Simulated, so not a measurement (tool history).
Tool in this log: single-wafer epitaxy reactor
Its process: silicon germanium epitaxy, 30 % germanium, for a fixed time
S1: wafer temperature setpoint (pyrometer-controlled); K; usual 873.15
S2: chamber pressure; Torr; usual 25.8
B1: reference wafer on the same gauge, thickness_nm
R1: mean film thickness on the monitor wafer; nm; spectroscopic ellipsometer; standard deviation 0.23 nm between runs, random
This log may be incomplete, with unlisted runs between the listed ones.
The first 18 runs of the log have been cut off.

{"run": 19, "hour": 893.2, "S1": 877.15, "S2": 25.8, "B1": 67.383, "R1": 78.125}
{"run": 20, "hour": 949.7, "S1": 867.15, "S2": 22.5, "B1": 67.346, "R1": 60.629}
{"run": 21, "hour": 1004.4, "S1": 873.15, "S2": 25.8, "B1": 67.342, "R1": 71.964}
{"run": 22, "hour": 1057.3, "S1": 873.15, "S2": 25.8, "B1": 67.413, "R1": 72.204}
{"run": 23, "hour": 1117.8, "S1": 887.15, "S2": 20.7, "B1": 67.372, "R1": 89.433}
{"run": 24, "hour": 1332.6, "S1": 881.15, "S2": 29.1, "B1": 67.386, "R1": 88.25}
{"hour": 1443.7, "done": "capacitance manometer re-zeroed and calibrated"}
{"hour": 1455.1, "done": "pyrometer calibrated"}
{"run": 25, "hour": 1522.0, "S1": 886.15, "S2": 25.8, "B1": 67.367, "R1": 92.37}
{"run": 26, "hour": 1569.5, "S1": 873.15, "S2": 25.8, "B1": 67.459, "R1": 70.769}
{"run": 27, "hour": 1605.1, "S1": 873.15, "S2": 25.8, "B1": 67.444, "R1": 71.36}
{"run": 28, "hour": 1645.3, "S1": 873.15, "S2": 25.8, "B1": 67.453, "R1": 71.148}
{"run": 29, "hour": 1672.4, "S1": 885.15, "S2": 31.6, "B1": 67.452, "R1": 96.843}
{"run": 30, "hour": 1720.6, "S1": 873.15, "S2": 25.8, "B1": 67.424, "R1": 71.611}
{"run": 31, "hour": 1744.7, "S1": 873.15, "S2": 23.8, "B1": 67.376, "R1": 69.142}
{"run": 32, "hour": 1795.7, "S1": 859.15, "S2": 25.8, "B1": 67.39, "R1": 52.824}
{"run": 33, "hour": 1865.6, "S1": 873.15, "S2": 25.8, "B1": 67.38, "R1": 71.548}
{"run": 34, "hour": 1893.5, "S1": 869.15, "S2": 19.8, "B1": 67.419, "R1": 60.526}
{"run": 35, "hour": 1958.7, "S1": 867.15, "S2": 31.6, "B1": 67.466, "R1": 67.697}

Predict each of these 4 candidate next runs independently; none follows another, all start after run 35:
{"run": "A", "hour": 1959.1, "S1": 873.15, "S2": 25.8, "B1": "?", "R1": "?"}
{"run": "B", "hour": 1959.1, "S1": 887.15, "S2": 28.7, "B1": "?", "R1": "?"}
{"run": "C", "hour": 1959.1, "S1": 880.15, "S2": 23.8, "B1": "?", "R1": "?"}
{"run": "D", "hour": 1959.1, "S1": 873.15, "S2": 31, "B1": "?", "R1": "?"}

run=A B1=67.48 R1=71.274
run=B B1=67.48 R1=98.315
run=C B1=67.48 R1=80.209
run=D B1=67.48 R1=75.782
Stripped of hidden state, with their random variation kept, the same runs would have yielded:
run=A R1=70.187
run=B R1=96.816
run=C R1=78.986
run=D R1=74.626
